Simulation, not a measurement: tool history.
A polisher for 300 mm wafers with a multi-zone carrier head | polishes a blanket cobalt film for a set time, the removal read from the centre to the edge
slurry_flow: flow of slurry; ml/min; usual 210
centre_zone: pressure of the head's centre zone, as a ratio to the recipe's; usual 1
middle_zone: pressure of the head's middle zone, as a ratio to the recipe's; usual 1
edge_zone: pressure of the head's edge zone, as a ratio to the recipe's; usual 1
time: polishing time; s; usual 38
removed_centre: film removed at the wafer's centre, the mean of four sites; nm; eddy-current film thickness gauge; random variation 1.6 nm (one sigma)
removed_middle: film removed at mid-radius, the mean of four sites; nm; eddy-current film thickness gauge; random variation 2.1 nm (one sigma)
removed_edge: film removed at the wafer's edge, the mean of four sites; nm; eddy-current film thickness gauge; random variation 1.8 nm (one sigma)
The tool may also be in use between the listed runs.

run	hour	slurry_flow	centre_zone	middle_zone	edge_zone	time	incoming thickness of the incoming film, nm	removed_centre	removed_middle	removed_edge
1	0	210	1	1	1	38	774.3	168.8	175	170.1
# hour 11: worn pad replaced by a new one
2	18.3	210	1	1	1	38	772.7	170.3	175.5	169.8
3	45.4	210	1	1	1	38	767	166.9	175.4	172.7
4	58.3	210	1	1	1	38	761.5	168.5	172.9	172.5
5	78.2	210	1	1	1	38	781.1	170.9	175.8	174.8
6	98.4	240	0.9	0.94	1	46	781.5	189.8	208.1	210.5
7	124	210	1	1	1	38	770.6	167.4	172.7	169.2
8	152.9	210	1	1	1	38	777.4	168.1	175.7	171.9
# hour 188.5: worn pad replaced by a new one
9	189	210	1	1	1	38	772	162.8	173.3	168.7
# hour 205.8: carrier head's membrane replaced by a new one
10	206.3	210	1	1	1	38	764	164.8	172.9	169.3
11	224	210	1	1	1	38	774.2	162.9	173.3	167
# hour 242.8: edge zone pressure recalibrated
12	258.3	280	0.96	1	1.11	38	761.6	163.7	180.6	182.4
# hour 282.2: centre zone pressure recalibrated
# hour 307.9: slurry nozzle cleaned
13	334.8	210	1	1	1	38	766	170.9	178.5	172.1
# hour 358.4: worn pad replaced by a new one
14	358.9	260	1	1	1	38	769.4	175.6	176.5	175.5
15	382.3	260	1.05	1.09	1.11	38	779	179.5	201.1	187.2
16	402.1	255	1	1	1	38	771.9	174.1	179.5	177.1
17	428.4	210	1	1	0.93	47	772.9	212	213.3	205
18	443.3	260	0.94	1	1	25	758.7	111.2	118.1	114.7
19	458.1	185	0.91	1	0.91	27	770.9	107.5	122.2	115.1
20	474.5	210	1	1	1	29	771.4	127.8	136.2	131.2
21	506.7	210	0.9	1	1	38	769.7	158.2	178.5	170.8
# hour 534.6: worn pad replaced by a new one
22	540	210	1	1	1	38	769	167.2	173.6	171.7

Some steps in removed_centre between neighbouring runs. How much of each would the tool show without its hidden state too (settings, what came in, random variation), and how much is left for the hidden state, with any gauge scatter that isn't in both results?
The hidden state here: removal rate lost through wear of the pad, %; slurry flow missing at the pad, %; deviation of the centre zone's pressure from its setpoint, %; deviation of the edge zone's pressure from its setpoint, %.
Run 12 -> 13: slurry_flow 280 -> 210, centre_zone 0.96 -> 1, edge_zone 1.11 -> 1, centre zone pressure recalibrated, slurry nozzle cleaned. removed_centre +7.2 nm: hidden state +4.6, all else +2.6.
Run 16 -> 17: slurry_flow 255 -> 210, edge_zone 1 -> 0.93, time 38 -> 47. removed_centre +37.9 nm: hidden state -0.8, all else +38.7.
Run 17 -> 18: slurry_flow 210 -> 260, centre_zone 1 -> 0.94, edge_zone 0.93 -> 1, time 47 -> 25. removed_centre -100.8 nm: hidden state +1.3, all else -102.1.

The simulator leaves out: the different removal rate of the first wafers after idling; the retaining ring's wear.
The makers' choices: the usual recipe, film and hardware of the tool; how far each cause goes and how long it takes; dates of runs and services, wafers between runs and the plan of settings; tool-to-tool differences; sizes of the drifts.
